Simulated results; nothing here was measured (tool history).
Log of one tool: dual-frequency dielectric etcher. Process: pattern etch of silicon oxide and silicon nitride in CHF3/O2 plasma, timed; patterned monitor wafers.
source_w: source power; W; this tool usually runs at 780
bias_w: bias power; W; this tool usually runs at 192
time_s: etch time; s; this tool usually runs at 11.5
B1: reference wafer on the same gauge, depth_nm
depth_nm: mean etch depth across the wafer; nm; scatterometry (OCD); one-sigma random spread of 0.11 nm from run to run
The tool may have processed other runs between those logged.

Run 1, hour 0: usual settings; B1 19.62. Result: depth_nm 18.1 nm.
Run 2, hour 98.1: usual settings; B1 19.69. Result: depth_nm 18.33 nm.
Run 3, hour 156.2: usual settings; B1 19.78. Result: depth_nm 18.35 nm.
At hour 215.7: wet clean of the chamber.
Run 4, hour 223.5: usual settings but bias_w 171 W; B1 19.75. Result: depth_nm 17.51 nm.
Run 5, hour 277.2: usual settings but bias_w 171 W; B1 19.71. Result: depth_nm 17.47 nm.
Run 6, hour 367.1: usual settings but bias_w 171 W; B1 19.72. Result: depth_nm 17.55 nm.
Run 7, hour 431.4: usual settings but source_w 710 W; B1 19.74. Result: depth_nm 17.39 nm.
Run 8, hour 543.8: usual settings but source_w 710 W; B1 19.71. Result: depth_nm 17.29 nm.
Run 9, hour 620.1: usual settings but source_w 880 W; B1 19.7. Result: depth_nm 19.13 nm.
Run 10, hour 718.2: usual settings but time_s 8.5 s; B1 19.68. Result: depth_nm 13.39 nm.
At hour 738.9: source power generator calibrated.
Run 11, hour 805.2: usual settings; B1 19.7. Result: depth_nm 18.48 nm.
At hour 912.9: wet clean of the chamber.
Run 12, hour 913.4: usual settings; B1 19.7. Result: depth_nm 18.68 nm.
Run 13, hour 1003.1: usual settings; B1 19.72. Result: depth_nm 18.65 nm.
Run 14, hour 1074.4: usual settings; B1 19.76. Result: depth_nm 18.71 nm.
Run 15, hour 1129.5: usual settings but source_w 860 W, bias_w 162 W, time_s 9 s; B1 19.71. Result: depth_nm 14.79 nm.
Run 16, hour 1235.3: usual settings but source_w 690 W, bias_w 230 W, time_s 14 s; B1 19.69. Result: depth_nm 22.65 nm.
Run 17, hour 1297.2: usual settings but source_w 640 W, bias_w 209 W, time_s 13 s; B1 19.72. Result: depth_nm 20.21 nm.
Run 18, hour 1340.9: usual settings but source_w 950 W, bias_w 218 W, time_s 12.5 s; B1 19.7. Result: depth_nm 22.76 nm.
At hour 1428.2: wet clean of the chamber, repeated, since the last time left the tool worse.
Run 19, hour 1440.9: usual settings but source_w 950 W, bias_w 221 W, time_s 9.5 s; B1 19.73. Result: depth_nm 16.73 nm.
At hour 1510.4: upper electrode replaced.
Run 20, hour 1510.9: usual settings but bias_w 226 W; B1 19.71. Result: depth_nm 18.57 nm.
At hour 1523.5: bias power generator calibrated.
Run 21, hour 1545: usual settings but source_w 960 W, time_s 10 s; B1 19.67. Result: depth_nm 17.15 nm.
Run 22, hour 1636.7: usual settings but source_w 710 W; B1 19.72. Result: depth_nm 17.16 nm.
At hour 1671.8: gauge calibrated.
Run 23, hour 1737.7: usual settings; B1 19.77. Result: depth_nm 18.28 nm.
Run 24, hour 1822.8: usual settings but source_w 860 W, bias_w 162 W, time_s 9 s; B1 19.7. Result: depth_nm 14.38 nm.
Run 25, hour 1860.9: usual settings but source_w 600 W, bias_w 166 W, time_s 10 s; B1 19.68. Result: depth_nm 13.71 nm.
Run 26, hour 1918.2: usual settings but source_w 720 W, time_s 8.5 s; B1 19.63. Result: depth_nm 13.02 nm.
At hour 1964.8: wet clean of the chamber.
Run 27, hour 2007.6: usual settings but source_w 930 W, bias_w 153 W; B1 19.72. Result: depth_nm 18.54 nm.
Run 28, hour 2073.2: usual settings but source_w 650 W, bias_w 232 W, time_s 13 s; B1 19.75. Result: depth_nm 19.46 nm.
Run 29, hour 2117.1: usual settings but bias_w 206 W, time_s 15 s; B1 19.65. Result: depth_nm 24.02 nm.

Run-by-run hidden state of the tool:
source power that arrives over what is set, %: 0 on each run
bias power that arrives over what is set, %: 0 on each run
gauge reads high (%): 0 on each run
H1: etch rate over this chamber's usual, %
run       H1
  1     1.18
  2     1.57
  3     1.81
  4  -0.0715
  5    0.142
  6    0.501
  7    0.757
  8     1.21
  9     1.51
 10      1.9
 11     2.25
 12     4.84
 13      5.2
 14     5.48
 15      5.7
 16     6.12
 17     6.37
 18     6.54
 19    0.507
 20    0.786
 21    0.922
 22     1.29
 23     1.69
 24     2.03
 25     2.18
 26     2.41
 27    0.199
 28     0.46
 29    0.635
